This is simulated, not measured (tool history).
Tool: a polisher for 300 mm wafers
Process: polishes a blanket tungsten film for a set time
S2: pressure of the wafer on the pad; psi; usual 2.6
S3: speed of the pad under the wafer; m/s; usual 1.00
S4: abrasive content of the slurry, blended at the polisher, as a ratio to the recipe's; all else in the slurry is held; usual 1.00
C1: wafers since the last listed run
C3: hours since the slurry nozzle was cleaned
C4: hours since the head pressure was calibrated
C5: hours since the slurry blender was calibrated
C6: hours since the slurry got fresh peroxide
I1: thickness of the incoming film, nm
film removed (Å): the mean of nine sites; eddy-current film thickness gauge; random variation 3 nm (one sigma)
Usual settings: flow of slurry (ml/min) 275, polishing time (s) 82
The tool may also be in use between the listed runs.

Run 1, hour 0.0: usual settings but polishing time (s) 61; C1 0; wafers polished on this pad 460; C3 47.3; C4 576.6; C5 6.2; C6 14.5; I1 1420.7. Result: film removed (Å) 1773.
Run 2, hour 8.1: usual settings but polishing time (s) 61; C1 71; wafers polished on this pad 532; C3 55.4; C4 584.7; C5 14.3; C6 22.6; I1 1423.8. Result: film removed (Å) 1786.
Run 3, hour 24.9: usual settings but S2 2.1 psi; C1 148; wafers polished on this pad 681; C3 72.2; C4 601.5; C5 31.1; C6 39.4; I1 1439.9. Result: film removed (Å) 1952.
Run 4, hour 34.6: usual settings but S2 2.1 psi; C1 85; wafers polished on this pad 767; C3 81.9; C4 611.2; C5 40.8; C6 49.1; I1 1419.0. Result: film removed (Å) 1915.
At hour 39.0: worn pad replaced by a new one.
Run 5, hour 50.2: usual settings but S2 2.1 psi; C1 102; wafers polished on this pad 98; C3 97.5; C4 626.8; C5 56.4; C6 64.7; I1 1451.1. Result: film removed (Å) 2050.
Run 6, hour 67.8: usual settings; C1 156; wafers polished on this pad 254; C3 115.1; C4 644.4; C5 74.0; C6 82.3; I1 1455.7. Result: film removed (Å) 2441.
Run 7, hour 80.7: usual settings; C1 114; wafers polished on this pad 369; C3 128.0; C4 657.3; C5 86.9; C6 95.2; I1 1453.1. Result: film removed (Å) 2380.
Run 8, hour 120.6: usual settings; C1 353; wafers polished on this pad 723; C3 167.9; C4 697.2; C5 126.8; C6 135.1; I1 1439.9. Result: film removed (Å) 2457.
At hour 135.8: worn pad replaced by a new one.
At hour 138.2: slurry tank refilled with fresh slurry and peroxide.
Run 9, hour 138.7: usual settings but S3 0.74 m/s; C1 116; wafers polished on this pad 16; C3 186.0; C4 715.3; C5 144.9; C6 0.5; I1 1446.0. Result: film removed (Å) 1961.
Run 10, hour 154.8: usual settings but S3 0.74 m/s; C1 142; wafers polished on this pad 159; C3 202.1; C4 731.4; C5 161.0; C6 16.6; I1 1434.7. Result: film removed (Å) 1917.
At hour 158.6: head pressure recalibrated.
Run 11, hour 168.6: usual settings but S2 2.8 psi, S3 0.92 m/s; C1 104; wafers polished on this pad 264; C3 215.9; C4 10.0; C5 174.8; C6 30.4; I1 1420.7. Result: film removed (Å) 2436.
At hour 172.4: slurry blender recalibrated.
Run 12, hour 186.4: usual settings but S2 2.8 psi, S3 0.92 m/s; C1 140; wafers polished on this pad 404; C3 233.7; C4 27.8; C5 14.0; C6 48.2; I1 1425.3. Result: film removed (Å) 2471.
Run 13, hour 192.9: usual settings but S3 0.68 m/s, S4 0.70, polishing time (s) 62; C1 57; wafers polished on this pad 461; C3 240.2; C4 34.3; C5 20.5; C6 54.7; I1 1440.4. Result: film removed (Å) 1170.
At hour 195.4: slurry nozzle cleaned.
Run 14, hour 207.0: usual settings but S4 1.25; C1 116; wafers polished on this pad 577; C3 11.6; C4 48.4; C5 34.6; C6 68.8; I1 1429.1. Result: film removed (Å) 2566.
Run 15, hour 213.8: usual settings but polishing time (s) 56; C1 60; wafers polished on this pad 638; C3 18.4; C4 55.2; C5 41.4; C6 75.6; I1 1443.3. Result: film removed (Å) 1596.
Run 16, hour 221.2: usual settings but S2 2.3 psi, S4 0.85; C1 65; wafers polished on this pad 703; C3 25.8; C4 62.6; C5 48.8; C6 83.0; I1 1421.6. Result: film removed (Å) 2005.
At hour 235.0: worn pad replaced by a new one.
Run 17, hour 238.8: usual settings but S2 3.2 psi, S3 0.88 m/s, S4 1.30; C1 120; wafers polished on this pad 33; C3 43.4; C4 80.2; C5 66.4; C6 100.6; I1 1433.3. Result: film removed (Å) 3035.
Run 18, hour 252.7: usual settings but S2 2.1 psi; C1 123; wafers polished on this pad 156; C3 57.3; C4 94.1; C5 80.3; C6 114.5; I1 1444.0. Result: film removed (Å) 2060.
Run 19, hour 262.4: usual settings but flow of slurry (ml/min) 310, S2 2.9 psi; C1 85; wafers polished on this pad 242; C3 67.0; C4 103.8; C5 90.0; C6 124.2; I1 1442.1. Result: film removed (Å) 2796.
Run 20, hour 275.9: usual settings but flow of slurry (ml/min) 360, S3 0.86 m/s, S4 1.25; C1 119; wafers polished on this pad 362; C3 80.5; C4 117.3; C5 103.5; C6 137.7; I1 1465.5. Result: film removed (Å) 2345.
At hour 283.6: slurry tank refilled with fresh slurry and peroxide.
Run 21, hour 295.8: usual settings; C1 167; wafers polished on this pad 529; C3 100.4; C4 137.2; C5 123.4; C6 12.2; I1 1454.1. Result: film removed (Å) 2446.
Run 22, hour 311.0: usual settings but S3 1.20 m/s; C1 134; wafers polished on this pad 664; C3 115.6; C4 152.4; C5 138.6; C6 27.4; I1 1418.0. Result: film removed (Å) 2884.
Run 23, hour 322.4: usual settings but flow of slurry (ml/min) 315, polishing time (s) 102; C1 101; wafers polished on this pad 765; C3 127.0; C4 163.8; C5 150.0; C6 38.8; I1 1432.1. Result: film removed (Å) 3013.
Run 24, hour 330.9: usual settings but flow of slurry (ml/min) 245; C1 75; wafers polished on this pad 841; C3 135.5; C4 172.3; C5 158.5; C6 47.3; I1 1449.0. Result: film removed (Å) 2354.
Run 25, hour 339.4: usual settings but S4 0.70; C1 75; wafers polished on this pad 916; C3 144.0; C4 180.8; C5 167.0; C6 55.8; I1 1465.4. Result: film removed (Å) 2195.
At hour 350.6: worn pad replaced by a new one.
Run 26, hour 351.1: usual settings; C1 68; wafers polished on this pad 4; C3 155.7; C4 192.5; C5 178.7; C6 67.5; I1 1436.4. Result: film removed (Å) 2558.

4 ways to go on from here, each from the tool as it stands after run 26. What would each give?
Run A, hour 351.6: usual settings but flow of slurry (ml/min) 310; C1 4; wafers polished on this pad 8; C3 156.2; C4 193.0; C5 179.2; C6 68.0; I1 1422.6. Result: film removed (Å) ?.
Run B, hour 351.6: usual settings but flow of slurry (ml/min) 345; C1 4; wafers polished on this pad 8; C3 156.2; C4 193.0; C5 179.2; C6 68.0; I1 1422.6. Result: film removed (Å) ?.
Run C, hour 351.6: usual settings but flow of slurry (ml/min) 325, S3 1.22 m/s, S4 0.75, polishing time (s) 90; C1 4; wafers polished on this pad 8; C3 156.2; C4 193.0; C5 179.2; C6 68.0; I1 1422.6. Result: film removed (Å) ?.
Run D, hour 351.6: usual settings but S3 1.16 m/s; C1 4; wafers polished on this pad 8; C3 156.2; C4 193.0; C5 179.2; C6 68.0; I1 1422.6. Result: film removed (Å) ?.

run  film removed (Å)
  A              2609
  B              2633
  C              3225
  D              2952
Without the tool's hidden state the same runs would have given:
run  film removed (Å)
  A              2661
  B              2686
  C              3289
  D              3011
